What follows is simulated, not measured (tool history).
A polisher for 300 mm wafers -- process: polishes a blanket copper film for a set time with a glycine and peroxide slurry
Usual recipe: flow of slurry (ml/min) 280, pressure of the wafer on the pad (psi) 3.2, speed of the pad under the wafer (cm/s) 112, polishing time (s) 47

run,hour,flow of slurry (ml/min),pressure of the wafer on the pad (psi),speed of the pad under the wafer (cm/s),polishing time (s),"incoming thickness of the incoming film, nm",film removed (angstrom)
1,0.0,255,3.2,112,47,1300.6,2518
2,14.5,255,3.2,112,47,1294.1,2513
# hour 19.3: worn pad replaced by a new one
3,94.8,255,3.2,112,47,1296.9,2427
4,108.2,280,3.7,112,47,1309.4,2731
5,136.5,280,3.2,112,47,1295.7,2384
# hour 150.9: worn pad replaced by a new one
6,151.4,280,3.2,112,47,1277.9,2300
7,175.3,280,3.2,112,47,1320.1,2325
8,189.6,280,3.2,112,47,1303.4,2308
9,213.7,280,3.2,112,47,1277.2,2235
# hour 228.0: head pressure recalibrated
10,229.0,280,3.2,112,47,1302.5,2492
# hour 251.4: slurry nozzle cleaned
11,253.1,280,3.2,112,42,1293.8,2331
12,270.4,280,3.2,112,42,1299.4,2308
13,286.9,280,3.2,112,42,1296.4,2318
# hour 297.5: worn pad replaced by a new one
14,302.7,280,3.2,94,47,1298.1,2213
15,322.2,280,3.2,112,47,1311.5,2515

Estimate the outcome of run 16 from the log above:
16,356.3,185,2.4,134,42,1282.2,?

film removed (angstrom): 1909
Were there no unlogged condition in the tool, this run, its random variation unchanged, would have produced film removed (angstrom) 2060.

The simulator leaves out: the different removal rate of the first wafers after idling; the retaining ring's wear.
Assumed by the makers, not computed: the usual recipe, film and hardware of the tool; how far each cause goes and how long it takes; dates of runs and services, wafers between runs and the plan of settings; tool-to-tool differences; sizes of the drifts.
